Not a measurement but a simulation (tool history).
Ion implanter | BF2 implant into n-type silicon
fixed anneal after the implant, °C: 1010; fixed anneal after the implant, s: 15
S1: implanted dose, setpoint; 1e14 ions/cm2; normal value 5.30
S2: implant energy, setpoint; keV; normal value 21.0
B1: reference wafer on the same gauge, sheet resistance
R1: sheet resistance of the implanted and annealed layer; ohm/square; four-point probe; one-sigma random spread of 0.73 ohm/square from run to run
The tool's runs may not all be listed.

run,hour,S1,S2,B1,R1
1,0.0,6.28,15.5,248.02,229.15
2,48.0,6.28,15.5,248.09,229.73
3,91.3,6.28,15.5,247.87,229.85
# hour 165.8: gauge calibrated
4,172.2,5.70,21.0,248.03,223.28
5,216.7,6.25,21.0,247.60,209.24
6,285.8,6.25,21.0,248.10,209.87
7,329.5,5.30,19.5,248.02,236.45
8,417.4,4.24,16.5,248.15,283.70
9,506.7,4.24,16.5,248.03,280.95
10,599.6,4.24,16.5,247.96,283.07
11,701.9,4.86,21.0,247.92,243.92
12,799.0,5.30,24.0,247.93,222.04
13,885.1,5.30,17.0,247.81,241.73
# hour 962.2: extraction supply calibrated
14,968.5,5.30,21.0,248.02,228.51
15,1035.5,5.30,21.0,248.04,228.88
# hour 1051.0: Faraday cup replaced and dose calibrated
16,1136.5,6.29,17.0,247.95,217.37
17,1352.8,6.29,17.0,247.86,218.90
18,1434.2,6.29,17.0,247.98,217.39

Estimate the outcome of run 19 from the log above:
# hour 1597.3: Faraday cup replaced and dose calibrated, repeated, since the last time left the tool worse
19,1714.9,4.83,26.5,?,?

{"run 19": {"B1": 247.88, "R1": 236.67}}
With no hidden state in the tool, this same run would have given R1 236.55 ohm/square.
